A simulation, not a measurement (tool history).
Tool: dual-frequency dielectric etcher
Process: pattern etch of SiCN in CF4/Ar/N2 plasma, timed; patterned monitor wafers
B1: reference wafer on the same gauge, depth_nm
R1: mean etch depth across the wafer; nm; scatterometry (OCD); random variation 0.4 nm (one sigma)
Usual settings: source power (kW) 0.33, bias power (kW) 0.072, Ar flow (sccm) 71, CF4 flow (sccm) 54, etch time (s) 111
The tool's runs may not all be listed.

run 1 hour=0 | source_power_(kW)=0.37 bias_power_(kW)=0.078 Ar_flow_(sccm)=71 CF4_flow_(sccm)=54 etch_time_(s)=111 | B1=78.3 | R1=88.4
run 2 hour=6.6 | source_power_(kW)=0.33 bias_power_(kW)=0.072 Ar_flow_(sccm)=71 CF4_flow_(sccm)=54 etch_time_(s)=111 | B1=78.5 | R1=76.7
run 3 hour=12.9 | source_power_(kW)=0.33 bias_power_(kW)=0.072 Ar_flow_(sccm)=71 CF4_flow_(sccm)=54 etch_time_(s)=111 | B1=78.3 | R1=76.1
run 4 hour=26.6 | source_power_(kW)=0.33 bias_power_(kW)=0.072 Ar_flow_(sccm)=71 CF4_flow_(sccm)=54 etch_time_(s)=111 | B1=78.4 | R1=76.6
run 5 hour=36.9 | source_power_(kW)=0.36 bias_power_(kW)=0.072 Ar_flow_(sccm)=71 CF4_flow_(sccm)=54 etch_time_(s)=101.5 | B1=78.3 | R1=76.4
run 6 hour=49.2 | source_power_(kW)=0.36 bias_power_(kW)=0.072 Ar_flow_(sccm)=71 CF4_flow_(sccm)=54 etch_time_(s)=101.5 | B1=78.4 | R1=76.4
-- hour=64.1 Ar flow controller replaced
-- hour=66.9 gauge calibrated
-- hour=70.9 CF4 flow controller replaced
-- hour=80.6 upper electrode replaced
-- hour=98.1 wet clean of the chamber
run 7 hour=98.6 | source_power_(kW)=0.37 bias_power_(kW)=0.072 Ar_flow_(sccm)=71 CF4_flow_(sccm)=54 etch_time_(s)=136 | B1=78.3 | R1=106.1
run 8 hour=98.9 | source_power_(kW)=0.33 bias_power_(kW)=0.072 Ar_flow_(sccm)=71 CF4_flow_(sccm)=54 etch_time_(s)=111 | B1=78.4 | R1=76.2
run 9 hour=99.3 | source_power_(kW)=0.33 bias_power_(kW)=0.072 Ar_flow_(sccm)=71 CF4_flow_(sccm)=62 etch_time_(s)=111 | B1=78.2 | R1=78.2
run 10 hour=99.6 | source_power_(kW)=0.33 bias_power_(kW)=0.072 Ar_flow_(sccm)=71 CF4_flow_(sccm)=66 etch_time_(s)=93 | B1=78.3 | R1=65.1
run 11 hour=100.7 | source_power_(kW)=0.37 bias_power_(kW)=0.072 Ar_flow_(sccm)=71 CF4_flow_(sccm)=54 etch_time_(s)=144 | B1=78.3 | R1=111.2
run 12 hour=116.5 | source_power_(kW)=0.41 bias_power_(kW)=0.072 Ar_flow_(sccm)=71 CF4_flow_(sccm)=54 etch_time_(s)=125.5 | B1=78.4 | R1=108.3
run 13 hour=125.9 | source_power_(kW)=0.33 bias_power_(kW)=0.072 Ar_flow_(sccm)=81 CF4_flow_(sccm)=50 etch_time_(s)=111 | B1=78.4 | R1=73.9
run 14 hour=142.5 | source_power_(kW)=0.33 bias_power_(kW)=0.072 Ar_flow_(sccm)=71 CF4_flow_(sccm)=54 etch_time_(s)=111 | B1=78.3 | R1=76.1

The next listed run, before its measurement:
run 15 hour=155.1 | source_power_(kW)=0.33 bias_power_(kW)=0.072 Ar_flow_(sccm)=71 CF4_flow_(sccm)=54 etch_time_(s)=111 | B1=? | R1=?

Run 15 gave B1 78.3, R1 76.1 nm.
Without the tool's hidden state the same run would have given R1 76.1 nm.
